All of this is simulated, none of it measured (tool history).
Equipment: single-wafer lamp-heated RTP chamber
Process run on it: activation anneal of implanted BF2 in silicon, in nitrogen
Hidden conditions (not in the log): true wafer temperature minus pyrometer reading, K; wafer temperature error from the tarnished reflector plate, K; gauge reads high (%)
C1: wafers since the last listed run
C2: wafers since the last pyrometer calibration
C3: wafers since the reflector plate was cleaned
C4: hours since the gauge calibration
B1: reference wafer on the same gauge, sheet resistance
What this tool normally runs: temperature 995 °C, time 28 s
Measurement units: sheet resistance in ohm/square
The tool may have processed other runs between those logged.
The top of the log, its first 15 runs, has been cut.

{"hour": 1145.2, "done": "reflector plate cleaned"}
{"run": 16, "hour": 1147.3, "temperature": 1011, "time": 28, "C1": 750, "C2": 4439, "C3": 33, "C4": 64.5, "B1": 112.22, "sheet resistance": 127.47}
{"run": 17, "hour": 1223.1, "temperature": 995, "time": 28, "C1": 1195, "C2": 5634, "C3": 1228, "C4": 140.3, "B1": 111.67, "sheet resistance": 137.12}
{"run": 18, "hour": 1313.9, "temperature": 995, "time": 28, "C1": 1432, "C2": 7067, "C3": 2660, "C4": 231.1, "B1": 110.98, "sheet resistance": 136.76}
{"run": 19, "hour": 1386.4, "temperature": 967, "time": 42, "C1": 1143, "C2": 8210, "C3": 3804, "C4": 303.6, "B1": 110.49, "sheet resistance": 156.9}
{"run": 20, "hour": 1425.4, "temperature": 995, "time": 28, "C1": 615, "C2": 8825, "C3": 4419, "C4": 342.6, "B1": 110.43, "sheet resistance": 136.44}
{"hour": 1486.1, "done": "pyrometer window cleaned and pyrometer calibrated"}
{"run": 21, "hour": 1503.9, "temperature": 980, "time": 44, "C1": 1112, "C2": 280, "C3": 5531, "C4": 421.1, "B1": 109.9, "sheet resistance": 140.95}
{"hour": 1579.8, "done": "reflector plate cleaned"}
{"run": 22, "hour": 1580.3, "temperature": 995, "time": 20, "C1": 1078, "C2": 1359, "C3": 8, "C4": 497.5, "B1": 109.54, "sheet resistance": 139.74}
{"run": 23, "hour": 1653.3, "temperature": 978, "time": 39, "C1": 1151, "C2": 2511, "C3": 1159, "C4": 570.5, "B1": 109.2, "sheet resistance": 144.61}
{"run": 24, "hour": 1725.0, "temperature": 984, "time": 19, "C1": 1130, "C2": 3642, "C3": 2290, "C4": 642.2, "B1": 109.17, "sheet resistance": 150.35}
{"run": 25, "hour": 1777.9, "temperature": 995, "time": 28, "C1": 834, "C2": 4476, "C3": 3125, "C4": 695.1, "B1": 108.94, "sheet resistance": 133.74}
{"run": 26, "hour": 1862.3, "temperature": 1021, "time": 15, "C1": 1331, "C2": 5808, "C3": 4456, "C4": 779.5, "B1": 108.25, "sheet resistance": 124.34}
{"run": 27, "hour": 1944.2, "temperature": 978, "time": 36, "C1": 1291, "C2": 7099, "C3": 5748, "C4": 861.4, "B1": 108.29, "sheet resistance": 144.02}
{"hour": 1963.7, "done": "reflector plate cleaned"}
{"run": 28, "hour": 2016.6, "temperature": 1019, "time": 43, "C1": 1015, "C2": 8115, "C3": 834, "C4": 933.8, "B1": 107.89, "sheet resistance": 112.86}
{"hour": 2085.3, "done": "pyrometer window cleaned and pyrometer calibrated"}
{"run": 29, "hour": 2115.5, "temperature": 985, "time": 18, "C1": 1433, "C2": 476, "C3": 2267, "C4": 1032.7, "B1": 107.8, "sheet resistance": 146.61}
{"run": 30, "hour": 2190.4, "temperature": 974, "time": 13, "C1": 1181, "C2": 1658, "C3": 3449, "C4": 1107.6, "B1": 107.76, "sheet resistance": 160.8}

Predict each of these 5 candidate next runs independently; none follows another, all start after run 30:
{"run": "A", "hour": 2190.8, "temperature": 995, "time": 28, "C1": 6, "C2": 1664, "C3": 3455, "C4": 1108, "B1": "?", "sheet resistance": "?"}
{"run": "B", "hour": 2190.8, "temperature": 1007, "time": 34, "C1": 6, "C2": 1664, "C3": 3455, "C4": 1108, "B1": "?", "sheet resistance": "?"}
{"run": "C", "hour": 2190.8, "temperature": 1005, "time": 22, "C1": 6, "C2": 1664, "C3": 3455, "C4": 1108, "B1": "?", "sheet resistance": "?"}
{"run": "D", "hour": 2190.8, "temperature": 995, "time": 39, "C1": 6, "C2": 1664, "C3": 3455, "C4": 1108, "B1": "?", "sheet resistance": "?"}
{"run": "E", "hour": 2190.8, "temperature": 972, "time": 45, "C1": 6, "C2": 1664, "C3": 3455, "C4": 1108, "B1": "?", "sheet resistance": "?"}

run=A B1=107.56 sheet_resistance=133.64
run=B B1=107.56 sheet_resistance=122.55
run=C B1=107.56 sheet_resistance=129.45
run=D B1=107.56 sheet_resistance=128.58
run=E B1=107.56 sheet_resistance=147.43
The same runs, with their run-to-run variation unchanged, on a tool lacking any hidden condition would have given:
run=A sheet_resistance=141.54
run=B sheet_resistance=129.79
run=C sheet_resistance=137.11
run=D sheet_resistance=136.19
run=E sheet_resistance=156.14
